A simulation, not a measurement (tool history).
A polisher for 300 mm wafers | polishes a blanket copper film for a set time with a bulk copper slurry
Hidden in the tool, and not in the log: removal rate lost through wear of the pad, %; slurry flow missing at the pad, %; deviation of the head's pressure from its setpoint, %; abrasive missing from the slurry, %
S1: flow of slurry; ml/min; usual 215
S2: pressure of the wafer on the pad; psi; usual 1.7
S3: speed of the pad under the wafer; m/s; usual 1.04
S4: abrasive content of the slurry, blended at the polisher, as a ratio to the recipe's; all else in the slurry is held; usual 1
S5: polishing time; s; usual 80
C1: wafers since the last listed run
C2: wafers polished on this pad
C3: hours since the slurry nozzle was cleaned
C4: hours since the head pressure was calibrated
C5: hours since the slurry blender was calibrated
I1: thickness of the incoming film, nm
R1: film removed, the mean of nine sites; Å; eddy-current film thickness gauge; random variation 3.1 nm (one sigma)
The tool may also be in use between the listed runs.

run   hour   S1   S2    S3   S4   S5   C1    C2     C3     C4     C5      I1    R1
  1      0  215  1.7  1.04    1   74    0   956  197.1    629   17.6  4693.7  4084
  2     17  215  1.7  1.04    1   74  108  1065  214.1    646   34.6  4678.5  4077
        25  -- slurry nozzle cleaned
      36.7  -- worn pad replaced by a new one
  3   41.4  215    2  1.04    1   80  123    29   16.4  670.4     59  4715.7  5456
  4   58.1  215    2  1.04    1   80  106   136   33.1  687.1   75.7    4745  5367
  5   92.9  200  1.7  1.04    1   80  221   358   67.9  721.9  110.5  4751.6  4462
  6  124.4  200  1.7  1.04    1   80  200   558   99.4  753.4    142  4810.6  4372
  7  142.2  215  1.7  1.04    1   80  113   672  117.2  771.2  159.8  4785.8  4431
  8  175.3  215  1.7  1.04    1   80  210   882  150.3  804.3  192.9  4728.5  4391
  9  189.7  215  1.7  1.04    1   80   91   974  164.7  818.7  207.3  4653.6  4385
     195.3  -- slurry blender recalibrated
     209.4  -- slurry nozzle cleaned
 10  235.3  215  1.5  1.04    1   80  271  1246   25.9  864.3     40  4736.8  3985
     249.2  -- worn pad replaced by a new one
 11  250.8  215  1.5  1.04    1   80   73    10   41.4  879.8   55.5  4741.9  3966
 12    284  215  1.5  1.04    1   80  211   221   74.6    913   88.7  4712.5  3933
       289  -- head pressure recalibrated
 13  306.6  275  1.7  1.04    1   80  131   353   97.2   17.6  111.3  4751.4  4928
 14  329.9  215  1.7  1.04    1   80  148   501  120.5   40.9  134.6  4624.2  4710
 15  346.8  215  1.5  1.04    1   80  107   609  137.4   57.8  151.5  4701.8  4142
 16  371.9  215  1.7  1.04    1   80  159   769  162.5   82.9  176.6  4735.3  4704
     389.5  -- slurry nozzle cleaned
 17  393.2  215  1.7  1.04    1   80  129   898    3.7  104.2  197.9  4642.9  4928
     403.4  -- slurry blender recalibrated
 18  415.6  215  1.4   0.7    1   80  129  1028   26.1  126.6   12.2  4740.5  2791
     442.2  -- worn pad replaced by a new one
 19  450.9  275  1.7  1.04    1   80  199    55   61.4  161.9   47.5  4711.7  4876
 20  462.9  185  2.3  1.04    1   64   76   131   73.4  173.9   59.5  4753.7  5027
 21  490.8  185  1.7  1.04    1   80  177   309  101.3  201.8   87.4  4636.1  4601
 22  523.6  155  2.1   0.9    1   80  208   518  134.1  234.6  120.2    4652  4794
 23  557.2  215  1.7   0.8    1   80  214   732  167.7  268.2  153.8  4751.9  3642
     586.8  -- slurry nozzle cleaned
     613.8  -- slurry blender recalibrated
 24  614.3  215  1.9  1.04    1   80  344  1077   27.5  325.3    0.5  4717.3  5312
       625  -- worn pad replaced by a new one
 25  648.8  215  1.7  1.04    1   80  194   151     62  359.8     35  4698.5  4729
 26  665.8  215  1.7  1.04    1  100  108   259     79  376.8     52  4806.6  5757
 27  707.7  215  1.1   1.4  0.7   80  266   526  120.9  418.7   93.9  4709.8  3678
 28  740.1  290  1.7  0.84  0.7   60  206   733  153.3  451.1  126.3  4690.8  2717
 29  760.8  215  1.7  1.04    1   80  131   864    174  471.8    147  4705.1  4553
 30  787.1  255  1.2  0.86    1   57  167  1032  200.3  498.1  173.3  4724.8  1940

4 ways to go on from here, each from the tool as it stands after run 30. What would each give?
  A  787.6  215  1.7  1.04  1.1   80   3  1035  200.8  498.6  173.8  4698.6   ?
  B  787.6  215    2  1.04  1.3   80   3  1035  200.8  498.6  173.8  4698.6   ?
  C  787.6  215  2.3  1.04    1   80   3  1035  200.8  498.6  173.8  4698.6   ?
  D  787.6  215  1.7  1.28  0.8  100   3  1035  200.8  498.6  173.8  4698.6   ?

run    R1
  A  4533
  B  5520
  C  6017
  D  6476
Without the tool's hidden state the same runs would have given:
run    R1
  A  4995
  B  6082
  C  6630
  D  7136
